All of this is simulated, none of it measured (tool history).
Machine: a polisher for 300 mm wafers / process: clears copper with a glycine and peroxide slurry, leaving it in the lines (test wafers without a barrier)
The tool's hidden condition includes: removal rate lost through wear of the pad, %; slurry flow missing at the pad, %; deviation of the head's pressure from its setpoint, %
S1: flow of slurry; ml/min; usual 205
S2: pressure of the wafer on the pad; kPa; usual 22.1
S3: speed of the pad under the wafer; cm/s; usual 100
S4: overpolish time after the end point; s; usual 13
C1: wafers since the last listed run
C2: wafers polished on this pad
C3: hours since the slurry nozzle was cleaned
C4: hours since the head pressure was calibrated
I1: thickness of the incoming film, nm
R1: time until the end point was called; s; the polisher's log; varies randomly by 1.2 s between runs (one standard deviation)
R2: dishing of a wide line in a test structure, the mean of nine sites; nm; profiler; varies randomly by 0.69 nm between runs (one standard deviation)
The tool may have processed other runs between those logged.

run   hour   S1    S2   S3  S4   C1   C2     C3     C4      I1     R1    R2
  1    0.0  205  22.1  100  13    0  434  292.2  316.2   999.9  142.2  54.8
  2   59.0  205  22.1  100  13  387  822  351.2  375.2   975.0  150.0  53.5
      70.0  -- worn pad replaced by a new one
     101.0  -- slurry nozzle cleaned
  3  102.0  205  22.1  100  13  249  203    1.0  418.2  1000.0  138.6  56.7
  4  126.7  205  22.1  100  13  162  366   25.7  442.9   994.7  140.8  56.4
     178.6  -- worn pad replaced by a new one
  5  182.2  205  22.1  100  13  338   23   81.2  498.4   983.4  134.5  56.7
  6  236.0  205  22.1  100  13  353  377  135.0  552.2   980.8  136.0  56.0
  7  293.7  205  22.1  100  13  379  756  192.7  609.9   994.7  150.6  54.2
     325.1  -- worn pad replaced by a new one
  8  339.6  185  22.1  100  20  275   95  238.6  655.8   984.3  138.8  75.8
  9  402.1  205  22.1  100  13  410  506  301.1  718.3   982.7  144.5  55.9
     436.6  -- worn pad replaced by a new one
     455.9  -- slurry nozzle cleaned
 10  460.1  230  15.9  118  13  348  147    4.2  776.3   992.8  147.3  55.1
 11  484.6  205  22.1  100  13  161  308   28.7  800.8   983.0  139.0  56.5
     503.0  -- head pressure recalibrated
 12  533.2  205  24.8  100  19  306  614   77.3   30.2  1004.0  137.8  75.3
     549.0  -- worn pad replaced by a new one
 13  578.4  250  14.5  100  13  270  193  122.5   75.4   997.8  176.4  48.4
 14  638.2  205  22.1  100   7  393  586  182.3  135.2   992.9  147.3  33.3

Table of differences, measured result less the result of that run with no hidden state. Run-to-run variation is the same in both. Gauge scatter possibly is not:
run     R1    R2
  1   +8.9  -2.7
  2  +16.6  -4.8
  3   +4.9  -1.4
  4   +7.8  -2.3
  5   +0.9  -0.3
  6   +6.9  -2.1
  7  +14.8  -4.3
  8   +4.3  -1.4
  9  +11.9  -3.6
 10   +3.5  -1.0
 11   +6.1  -1.9
 12  +11.6  -4.0
 13   +6.5  -1.4
 14  +12.7  -2.6
